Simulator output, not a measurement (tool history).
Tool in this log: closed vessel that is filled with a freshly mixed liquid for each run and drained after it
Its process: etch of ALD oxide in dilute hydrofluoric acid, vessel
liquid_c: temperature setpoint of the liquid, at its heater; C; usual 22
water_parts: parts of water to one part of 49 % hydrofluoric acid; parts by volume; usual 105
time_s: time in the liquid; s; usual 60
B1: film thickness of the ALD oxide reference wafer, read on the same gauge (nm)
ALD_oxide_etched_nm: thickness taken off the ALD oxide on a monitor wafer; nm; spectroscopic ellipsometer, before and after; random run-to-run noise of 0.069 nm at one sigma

{"run": 1, "hour": 0.0, "liquid_c": 22, "water_parts": 135, "time_s": 60, "B1": 119.99, "ALD_oxide_etched_nm": 6.15}
{"run": 2, "hour": 32.7, "liquid_c": 22, "water_parts": 70, "time_s": 60, "B1": 120.01, "ALD_oxide_etched_nm": 12.72}
{"run": 3, "hour": 49.0, "liquid_c": 22, "water_parts": 105, "time_s": 60, "B1": 120, "ALD_oxide_etched_nm": 8.27}
{"run": 4, "hour": 70.3, "liquid_c": 22, "water_parts": 105, "time_s": 60, "B1": 120, "ALD_oxide_etched_nm": 8.32}
{"run": 5, "hour": 99.0, "liquid_c": 22, "water_parts": 105, "time_s": 60, "B1": 120, "ALD_oxide_etched_nm": 8.23}
{"run": 6, "hour": 121.1, "liquid_c": 22, "water_parts": 105, "time_s": 60, "B1": 120.01, "ALD_oxide_etched_nm": 8.25}
{"run": 7, "hour": 134.5, "liquid_c": 22, "water_parts": 105, "time_s": 60, "B1": 120.01, "ALD_oxide_etched_nm": 8.1}
{"run": 8, "hour": 165.2, "liquid_c": 22, "water_parts": 105, "time_s": 60, "B1": 120, "ALD_oxide_etched_nm": 8.1}
{"run": 9, "hour": 204.5, "liquid_c": 22, "water_parts": 105, "time_s": 85, "B1": 120, "ALD_oxide_etched_nm": 11.52}
{"run": 10, "hour": 255.0, "liquid_c": 22, "water_parts": 105, "time_s": 85, "B1": 119.99, "ALD_oxide_etched_nm": 11.43}
{"run": 11, "hour": 272.8, "liquid_c": 22, "water_parts": 105, "time_s": 60, "B1": 120, "ALD_oxide_etched_nm": 8.08}
{"hour": 297.5, "done": "thermometer replaced"}
{"run": 12, "hour": 301.5, "liquid_c": 22, "water_parts": 105, "time_s": 60, "B1": 120, "ALD_oxide_etched_nm": 8.16}
{"run": 13, "hour": 335.7, "liquid_c": 18.5, "water_parts": 105, "time_s": 60, "B1": 119.99, "ALD_oxide_etched_nm": 7.12}
{"hour": 338.3, "done": "hydrofluoric acid flow meter replaced"}
{"run": 14, "hour": 365.9, "liquid_c": 27, "water_parts": 105, "time_s": 60, "B1": 120.01, "ALD_oxide_etched_nm": 8.91}
{"run": 15, "hour": 397.2, "liquid_c": 22, "water_parts": 105, "time_s": 60, "B1": 120, "ALD_oxide_etched_nm": 7.42}
{"hour": 427.5, "done": "gauge calibrated"}
{"hour": 462.9, "done": "hydrofluoric acid flow meter replaced, repeated, since the last time left the tool worse"}
{"run": 16, "hour": 495.2, "liquid_c": 25.5, "water_parts": 105, "time_s": 90, "B1": 120, "ALD_oxide_etched_nm": 15.28}
{"run": 17, "hour": 523.4, "liquid_c": 18.5, "water_parts": 125, "time_s": 35, "B1": 119.99, "ALD_oxide_etched_nm": 3.65}
{"run": 18, "hour": 536.0, "liquid_c": 24, "water_parts": 105, "time_s": 95, "B1": 119.99, "ALD_oxide_etched_nm": 15.35}
{"run": 19, "hour": 549.6, "liquid_c": 18.5, "water_parts": 125, "time_s": 35, "B1": 119.98, "ALD_oxide_etched_nm": 3.7}
{"run": 20, "hour": 566.5, "liquid_c": 22, "water_parts": 105, "time_s": 60, "B1": 120, "ALD_oxide_etched_nm": 8.88}
{"run": 21, "hour": 578.8, "liquid_c": 22, "water_parts": 105, "time_s": 80, "B1": 119.99, "ALD_oxide_etched_nm": 11.87}
{"run": 22, "hour": 607.3, "liquid_c": 17.5, "water_parts": 60, "time_s": 75, "B1": 120, "ALD_oxide_etched_nm": 16.94}
{"run": 23, "hour": 637.7, "liquid_c": 22, "water_parts": 120, "time_s": 95, "B1": 120, "ALD_oxide_etched_nm": 12.13}
{"run": 24, "hour": 671.3, "liquid_c": 22, "water_parts": 105, "time_s": 30, "B1": 119.98, "ALD_oxide_etched_nm": 4.41}
{"run": 25, "hour": 692.1, "liquid_c": 23.5, "water_parts": 75, "time_s": 30, "B1": 120, "ALD_oxide_etched_nm": 6.86}
{"run": 26, "hour": 715.6, "liquid_c": 22, "water_parts": 120, "time_s": 95, "B1": 120, "ALD_oxide_etched_nm": 11.99}
{"run": 27, "hour": 729.1, "liquid_c": 22, "water_parts": 155, "time_s": 60, "B1": 119.98, "ALD_oxide_etched_nm": 5.68}

Give the tool's hidden conditions for every run:
liquid colder than its thermometer reads (K): 0 on each run
gauge reads high (%): 0 on each run
H1: hydrofluoric acid flow below the setpoint (%)
run=1 H1=7.76
run=2 H1=7.87
run=3 H1=7.92
run=4 H1=7.99
run=5 H1=8.09
run=6 H1=8.17
run=7 H1=8.21
run=8 H1=8.31
run=9 H1=8.45
run=10 H1=8.62
run=11 H1=8.68
run=12 H1=8.77
run=13 H1=8.89
run=14 H1=15.3
run=15 H1=15.4
run=16 H1=0.8
run=17 H1=0.895
run=18 H1=0.938
run=19 H1=0.984
run=20 H1=1.04
run=21 H1=1.08
run=22 H1=1.18
run=23 H1=1.28
run=24 H1=1.39
run=25 H1=1.46
run=26 H1=1.54
run=27 H1=1.59
